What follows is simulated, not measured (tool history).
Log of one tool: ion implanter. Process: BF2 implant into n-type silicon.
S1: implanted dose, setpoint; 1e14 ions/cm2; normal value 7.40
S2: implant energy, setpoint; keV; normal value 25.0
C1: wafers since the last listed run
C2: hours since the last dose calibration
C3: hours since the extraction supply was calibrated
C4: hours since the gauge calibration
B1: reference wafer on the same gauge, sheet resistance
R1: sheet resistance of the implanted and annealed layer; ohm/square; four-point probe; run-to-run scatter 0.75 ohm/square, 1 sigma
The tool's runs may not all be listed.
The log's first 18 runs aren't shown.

-- hour=1705.8 Faraday cup replaced and dose calibrated
run 19 hour=1737.8 | S1=7.40 S2=21.5 | C1=1131 C2=32.0 C3=1019.0 C4=967.5 | B1=200.90 | R1=188.02
run 20 hour=1861.1 | S1=5.96 S2=19.5 | C1=2336 C2=155.3 C3=1142.3 C4=1090.8 | B1=201.01 | R1=222.08
run 21 hour=1904.4 | S1=5.93 S2=30.5 | C1=820 C2=198.6 C3=1185.6 C4=1134.1 | B1=201.09 | R1=205.08
run 22 hour=2010.6 | S1=5.21 S2=18.0 | C1=2012 C2=304.8 C3=1291.8 C4=1240.3 | B1=200.71 | R1=249.96
run 23 hour=2064.8 | S1=8.60 S2=21.5 | C1=1027 C2=359.0 C3=1346.0 C4=1294.5 | B1=201.08 | R1=170.90
run 24 hour=2104.4 | S1=7.40 S2=25.0 | C1=750 C2=398.6 C3=1385.6 C4=1334.1 | B1=200.72 | R1=181.47
run 25 hour=2377.9 | S1=5.82 S2=19.0 | C1=5183 C2=672.1 C3=1659.1 C4=1607.6 | B1=200.97 | R1=223.96
run 26 hour=2459.9 | S1=7.40 S2=22.0 | C1=1554 C2=754.1 C3=1741.1 C4=1689.6 | B1=200.84 | R1=185.31
-- hour=2549.8 Faraday cup replaced and dose calibrated
run 27 hour=2559.1 | S1=7.40 S2=25.0 | C1=1728 C2=9.3 C3=1840.3 C4=1788.8 | B1=200.97 | R1=181.89
run 28 hour=2620.5 | S1=6.29 S2=32.5 | C1=1163 C2=70.7 C3=1901.7 C4=1850.2 | B1=200.75 | R1=194.80
run 29 hour=2684.8 | S1=8.26 S2=18.5 | C1=1218 C2=135.0 C3=1966.0 C4=1914.5 | B1=201.08 | R1=183.58

What will run 30 give?
run 30 hour=2785.3 | S1=7.40 S2=22.5 | C1=1904 C2=235.5 C3=2066.5 C4=2015.0 | B1=? | R1=?

B1: 201.06
R1: 187.67 ohm/square
Minus the tool's unlogged condition, the same run would have read R1 187.66 ohm/square.

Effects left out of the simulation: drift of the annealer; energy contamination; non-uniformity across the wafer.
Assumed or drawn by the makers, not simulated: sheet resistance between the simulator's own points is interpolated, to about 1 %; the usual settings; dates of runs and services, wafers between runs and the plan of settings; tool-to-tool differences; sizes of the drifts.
